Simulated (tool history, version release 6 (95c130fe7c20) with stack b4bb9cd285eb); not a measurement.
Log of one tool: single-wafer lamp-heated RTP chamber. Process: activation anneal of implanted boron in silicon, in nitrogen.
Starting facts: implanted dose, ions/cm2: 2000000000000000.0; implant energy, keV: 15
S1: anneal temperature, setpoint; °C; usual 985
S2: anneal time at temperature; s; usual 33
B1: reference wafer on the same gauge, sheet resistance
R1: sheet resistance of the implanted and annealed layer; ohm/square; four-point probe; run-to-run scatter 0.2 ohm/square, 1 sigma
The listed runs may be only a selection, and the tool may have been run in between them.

run	hour	S1	S2	B1	R1
1	0	985	33	73.51	90.45
2	87.7	985	33	73.49	90.27
# hour 100: reflector plate cleaned
3	142.9	973	47	73.48	94.92
4	221	985	19	73.46	93.48
5	282.1	985	33	73.46	90.47
6	372.1	985	33	73.42	90.56
7	436.1	995	33	73.45	85.85
8	503.3	995	33	73.39	86.11
9	573.1	995	33	73.41	86.09
10	617.5	985	42	73.39	89.28
# hour 634.9: pyrometer window cleaned and pyrometer calibrated
11	655.4	985	42	73.39	89.16
# hour 789.9: gauge calibrated
12	829.2	985	33	74.08	91.63
# hour 895.4: reflector plate cleaned
13	909.7	985	33	74.05	91.44
14	1228.9	973	33	74	98.06
15	1318.1	985	22	73.99	93.75
# hour 1373.1: pyrometer window cleaned and pyrometer calibrated
16	1416.9	985	33	73.95	91.18
17	1488	985	33	73.95	91.18
# hour 1510.7: reflector plate cleaned
18	1647.3	985	33	73.95	91.24
19	1751.6	956	18	73.93	117.32
20	1838.3	1012	40	73.89	78.92
21	1879.1	956	41	73.89	108.94
22	1924.4	995	33	73.87	86.29
23	1966.2	960	33	73.89	106.98
24	2010.3	1012	51	73.88	78.1
25	2074.4	985	33	73.86	91.06
26	2120.8	985	39	73.88	90.27
# hour 2160: pyrometer window cleaned and pyrometer calibrated
27	2196.9	985	33	73.83	91.08
# hour 2215.4: reflector plate cleaned
28	2246.1	973	43	73.8	96.32
29	2314.5	955	14	73.79	122.46
30	2360.6	974	46	73.81	95.2
31	2457.8	985	21	73.8	93.38
32	2536.7	985	33	73.79	90.71
33	2635.1	993	50	73.77	84.97
34	2720.6	1010	52	73.75	77.98
35	2765.7	985	16	73.74	94.97

A few steps of R1 between consecutive runs. Split each: what settings, incoming material and random variation would produce without the hidden state, and what is left over for the hidden state, along with gauge scatter present in only one of the two compared results (measured, and without hidden state):
Hidden state at play: true wafer temperature minus pyrometer reading, K; wafer temperature error from the tarnished reflector plate, K; gauge reads high (%).
Run 11 -> 12: S2 42 -> 33, gauge calibrated. R1 +2.47 ohm/square: hidden state +0.82, all else +1.65.
Run 19 -> 20: S1 956 -> 1012, S2 18 -> 40. R1 -38.4 ohm/square: hidden state +0.08, all else -38.48.
Run 20 -> 21: S1 1012 -> 956, S2 40 -> 41. R1 +30.02 ohm/square: hidden state -0.09, all else +30.11.
Run 23 -> 24: S1 960 -> 1012, S2 33 -> 51. R1 -28.88 ohm/square: hidden state +0.08, all else -28.96.
Run 28 -> 29: S1 973 -> 955, S2 43 -> 14. R1 +26.14 ohm/square: hidden state -0.11, all else +26.25.
Run 29 -> 30: S1 955 -> 974, S2 14 -> 46. R1 -27.26 ohm/square: hidden state +0.1, all else -27.36.

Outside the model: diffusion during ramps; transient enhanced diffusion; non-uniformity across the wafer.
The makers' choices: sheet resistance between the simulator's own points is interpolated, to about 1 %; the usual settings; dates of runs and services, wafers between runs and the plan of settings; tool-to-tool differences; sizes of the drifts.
